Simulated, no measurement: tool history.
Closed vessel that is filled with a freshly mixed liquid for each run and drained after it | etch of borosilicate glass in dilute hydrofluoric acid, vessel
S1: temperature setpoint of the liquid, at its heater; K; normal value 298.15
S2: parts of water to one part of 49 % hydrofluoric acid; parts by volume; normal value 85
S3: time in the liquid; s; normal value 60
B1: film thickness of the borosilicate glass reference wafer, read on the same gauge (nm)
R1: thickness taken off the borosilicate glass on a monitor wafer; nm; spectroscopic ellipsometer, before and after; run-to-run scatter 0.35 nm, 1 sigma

Run 1, hour 0: usual settings; B1 129.61. Result: R1 33.54 nm.
Run 2, hour 59.8: usual settings; B1 129.44. Result: R1 32.53 nm.
At hour 108.9: thermometer replaced.
Run 3, hour 120.6: usual settings; B1 129.26. Result: R1 33.13 nm.
Run 4, hour 185.4: usual settings but S1 302.15 K; B1 129.06. Result: R1 37.63 nm.
Run 5, hour 212: usual settings but S1 302.15 K; B1 128.98. Result: R1 38.16 nm.
Run 6, hour 282.4: usual settings; B1 128.86. Result: R1 32.94 nm.
Run 7, hour 345: usual settings; B1 128.72. Result: R1 32.96 nm.
Run 8, hour 416.1: usual settings; B1 128.54. Result: R1 32.87 nm.
Run 9, hour 457.3: usual settings but S1 295.65 K, S3 85 s; B1 128.54. Result: R1 41.56 nm.
At hour 459.2: hydrofluoric acid flow meter replaced.
Run 10, hour 481.4: usual settings but S1 299.65 K, S2 65 parts by volume; B1 128.44. Result: R1 46.49 nm.
Run 11, hour 538.7: usual settings but S1 300.15 K, S2 115 parts by volume, S3 30 s; B1 128.44. Result: R1 12.78 nm.
Run 12, hour 604.8: usual settings; B1 128.31. Result: R1 32.68 nm.
Run 13, hour 638.5: usual settings but S3 30 s; B1 128.29. Result: R1 16.71 nm.
Run 14, hour 702.7: usual settings but S1 295.65 K, S2 95 parts by volume; B1 128.21. Result: R1 25.86 nm.
Run 15, hour 739.6: usual settings; B1 128.17. Result: R1 33.56 nm.
At hour 756.2: thermometer replaced.
Run 16, hour 801.9: usual settings but S1 300.15 K, S3 40 s; B1 128.09. Result: R1 23.23 nm.
Run 17, hour 855.8: usual settings but S1 302.15 K, S2 70 parts by volume, S3 75 s; B1 128.04. Result: R1 59.79 nm.
Run 18, hour 915.7: usual settings; B1 127.99. Result: R1 33.12 nm.
Run 19, hour 969.6: usual settings but S1 296.15 K, S2 95 parts by volume, S3 70 s; B1 127.96. Result: R1 31.03 nm.
Run 20, hour 1013.1: usual settings but S1 300.15 K, S2 70 parts by volume, S3 45 s; B1 127.93. Result: R1 32.85 nm.
Run 21, hour 1053.3: usual settings; B1 127.88. Result: R1 32.28 nm.
At hour 1102.6: gauge calibrated.
Run 22, hour 1102.9: usual settings; B1 139.82. Result: R1 35.83 nm.
Run 23, hour 1134.8: usual settings but S1 295.15 K; B1 139.33. Result: R1 31.3 nm.
Run 24, hour 1284: usual settings but S2 50 parts by volume, S3 80 s; B1 137.07. Result: R1 83.41 nm.
At hour 1315: thermometer replaced.
Run 25, hour 1316.1: usual settings but S2 105 parts by volume; B1 136.65. Result: R1 27.58 nm.
Run 26, hour 1357: usual settings but S2 115 parts by volume, S3 85 s; B1 136.16. Result: R1 34.93 nm.
Run 27, hour 1407.6: usual settings but S2 75 parts by volume; B1 135.62. Result: R1 39.75 nm.
Run 28, hour 1475.3: usual settings but S1 294.15 K, S2 110 parts by volume, S3 80 s; B1 134.89. Result: R1 29.66 nm.
Run 29, hour 1514.8: usual settings but S1 294.15 K; B1 134.56. Result: R1 29.34 nm.
Run 30, hour 1552.4: usual settings but S1 293.65 K, S3 80 s; B1 134.2. Result: R1 37.87 nm.
Run 31, hour 1687.3: usual settings; B1 133.22. Result: R1 34.07 nm.
Run 32, hour 1728.4: usual settings but S1 294.65 K; B1 132.91. Result: R1 30.06 nm.

The same runs without the tool's hidden state, with the same run-to-run variation:
The tool's hidden condition here consists of: liquid colder than its thermometer reads (K); hydrofluoric acid flow below the setpoint (%); gauge reads high (%).
run     R1
  1  36.22
  2  35.18
  3  35.89
  4  40.81
  5  41.41
  6  35.79
  7  35.85
  8  35.78
  9  45.27
 10  50.66
 11  13.94
 12  35.66
 13  18.24
 14  28.24
 15  36.66
 16   25.4
 17  65.38
 18  36.23
 19  33.95
 20  35.95
 21  35.34
 22  35.87
 23  31.46
 24  85.19
 25  28.25
 26  35.91
 27  41.04
 28  30.78
 29  30.53
 30   39.5
 31  35.81
 32  31.66
